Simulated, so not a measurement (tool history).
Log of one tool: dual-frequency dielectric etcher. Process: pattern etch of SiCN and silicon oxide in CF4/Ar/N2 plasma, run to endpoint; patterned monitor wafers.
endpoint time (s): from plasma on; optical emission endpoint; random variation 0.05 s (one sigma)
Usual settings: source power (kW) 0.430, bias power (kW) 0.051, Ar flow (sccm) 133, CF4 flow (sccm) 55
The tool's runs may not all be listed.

run,hour,source power (kW),bias power (kW),Ar flow (sccm),CF4 flow (sccm),wafers since the last listed run,hours since the last wet clean,hours since the last source power generator calibration,hours since the last bias power generator calibration,hours since the last Ar flow controller change,hours since the last CF4 flow controller change,hours since the last upper electrode change,"incoming incoming film thickness, nm",endpoint time (s)
1,0.0,0.460,0.051,133,55,0,313.5,4900.7,2675.4,2623.8,2359.5,4481.2,8.89,12.6
2,6.0,0.430,0.051,133,55,91,319.5,4906.7,2681.4,2629.8,2365.5,4487.2,8.83,13.4
# hour 30.5: bias power generator calibrated
# hour 36.0: upper electrode replaced
3,36.5,0.430,0.051,133,55,319,350.0,4937.2,6.0,2660.3,2396.0,0.5,8.91,13.6
4,36.9,0.430,0.051,133,55,6,350.4,4937.6,6.4,2660.7,2396.4,0.9,8.95,13.8
5,44.2,0.430,0.051,133,55,111,357.7,4944.9,13.7,2668.0,2403.7,8.2,8.99,13.8
6,51.7,0.430,0.051,133,55,114,365.2,4952.4,21.2,2675.5,2411.2,15.7,8.91,13.6
# hour 67.0: CF4 flow controller replaced
7,67.5,0.430,0.051,133,55,149,381.0,4968.2,37.0,2691.3,0.5,31.5,8.91,13.6
8,76.4,0.430,0.051,133,55,135,389.9,4977.1,45.9,2700.2,9.4,40.4,8.89,13.6
# hour 105.2: source power generator calibrated
# hour 109.8: wet clean of the chamber
9,110.3,0.530,0.057,133,55,385,0.5,5.1,79.8,2734.1,43.3,74.3,8.88,10.3
10,110.6,0.430,0.051,133,49,4,0.8,5.4,80.1,2734.4,43.6,74.6,8.91,13.6
11,115.1,0.430,0.041,133,48,68,5.3,9.9,84.6,2738.9,48.1,79.1,8.90,15.0
12,126.8,0.430,0.051,133,55,178,17.0,21.6,96.3,2750.6,59.8,90.8,8.89,13.3
13,134.8,0.430,0.047,133,55,122,25.0,29.6,104.3,2758.6,67.8,98.8,8.89,13.6
14,145.6,0.530,0.051,133,55,164,35.8,40.4,115.1,2769.4,78.6,109.6,8.88,10.6
15,155.4,0.430,0.051,110,55,149,45.6,50.2,124.9,2779.2,88.4,119.4,8.97,12.9
# hour 163.9: Ar flow controller replaced
16,173.2,0.430,0.051,106,55,179,63.4,68.0,142.7,9.3,106.2,137.2,9.03,12.9
17,180.1,0.460,0.059,149,67,105,70.3,74.9,149.6,16.2,113.1,144.1,8.94,11.7
18,189.1,0.430,0.051,101,55,137,79.3,83.9,158.6,25.2,122.1,153.1,8.92,12.7
19,204.8,0.430,0.051,159,55,239,95.0,99.6,174.3,40.9,137.8,168.8,8.85,13.9
20,220.2,0.430,0.051,133,55,234,110.4,115.0,189.7,56.3,153.2,184.2,8.89,13.4
21,232.4,0.360,0.051,119,55,186,122.6,127.2,201.9,68.5,165.4,196.4,8.87,15.9
22,250.1,0.490,0.051,102,55,269,140.3,144.9,219.6,86.2,183.1,214.1,8.92,11.2
23,256.6,0.330,0.039,133,49,99,146.8,151.4,226.1,92.7,189.6,220.6,8.82,20.2
24,265.6,0.430,0.043,122,60,137,155.8,160.4,235.1,101.7,198.6,229.6,8.91,13.8

Alternative continuations, all from the tool just after run 24; predict every row:
A,266.0,0.430,0.051,133,55,6,156.2,160.8,235.5,102.1,199.0,230.0,8.89,?
B,266.0,0.510,0.051,133,55,6,156.2,160.8,235.5,102.1,199.0,230.0,8.89,?
C,266.0,0.430,0.040,120,45,6,156.2,160.8,235.5,102.1,199.0,230.0,8.89,?
D,266.0,0.380,0.043,148,55,6,156.2,160.8,235.5,102.1,199.0,230.0,8.89,?

run,endpoint time (s)
A,13.5
B,11.3
C,15.1
D,16.7
Stripped of hidden state, with their random variation kept, the same runs would have yielded:
run,endpoint time (s)
A,13.2
B,11.1
C,14.8
D,16.4
